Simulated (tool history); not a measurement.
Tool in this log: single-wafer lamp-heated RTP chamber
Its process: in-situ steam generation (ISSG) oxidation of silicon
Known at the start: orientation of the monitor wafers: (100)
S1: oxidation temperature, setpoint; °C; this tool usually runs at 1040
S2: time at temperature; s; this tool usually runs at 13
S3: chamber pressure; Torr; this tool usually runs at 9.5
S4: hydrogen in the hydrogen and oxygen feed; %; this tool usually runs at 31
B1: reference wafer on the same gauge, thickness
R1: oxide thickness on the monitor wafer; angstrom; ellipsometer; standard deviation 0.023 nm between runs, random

run	hour	S1	S2	S3	S4	B1	R1
1	0.0	1048	13	9.5	31	5.469	60.76
2	13.4	1048	13	9.5	31	5.478	60.99
3	43.9	1048	13	9.5	31	5.462	60.76
4	148.3	1040	13	9.5	32	5.472	58.56
# hour 156.8: pyrometer window cleaned and pyrometer calibrated
5	162.2	1040	13	9.5	32	5.472	58.63
6	185.7	1040	13	9.5	31	5.464	58.05
7	202.9	1040	13	9.5	31	5.467	58.52
8	227.2	1040	13	9.5	31	5.464	57.83
9	253.2	1040	13	9.5	31	5.473	58.30
# hour 272.4: hydrogen flow controller replaced
10	277.8	1040	13	9.5	31	5.466	58.57
11	292.0	1040	13	9.5	31	5.472	58.42
12	305.1	1040	13	9.5	31	5.463	58.37
# hour 305.4: gauge calibrated
13	317.3	1040	13	9.5	31	5.468	58.13
14	346.9	1040	14	9.5	31	5.470	60.27
15	365.6	1040	13	9.5	31	5.468	58.39
16	383.3	1040	13	9.5	31	5.467	58.16
17	405.0	1040	13	9.5	31	5.464	58.19
18	417.6	1040	13	9.5	31	5.473	58.62
# hour 431.7: pressure gauge zeroed
19	434.0	1035	11	8.5	31	5.464	53.91
20	446.7	1040	13	10.1	32	5.471	58.13
21	465.1	1040	15	9.5	31	5.461	62.54
22	482.5	1040	13	10.2	25	5.473	54.49
23	502.7	1040	13	9.5	31	5.467	58.61
24	525.3	1027	15	8.7	28	5.460	58.05
25	539.9	1040	13	9.5	31	5.473	58.46
26	625.1	1040	9	9.0	31	5.471	49.60
27	649.0	1040	11	8.5	28	5.467	53.57
28	682.6	1040	9	9.5	31	5.470	49.59
29	713.5	1040	17	9.5	32	5.466	67.38
30	746.7	1021	13	9.5	31	5.466	53.53
31	771.7	1040	13	9.5	31	5.464	58.46
32	790.3	1040	13	10.2	31	5.469	57.13

3 options for the next run, each taken on its own from the tool as it stands now. Forecast them:
A	790.7	1040	13	9.5	31	?	?
B	790.7	1059	15	10.0	24	?	?
C	790.7	1047	13	9.5	31	?	?

run	B1	R1
A	5.472	58.71
B	5.472	64.48
C	5.472	60.69
The same runs, with their run-to-run variation unchanged, on a tool lacking any hidden condition would have given:
run	R1
A	58.71
B	64.48
C	60.69
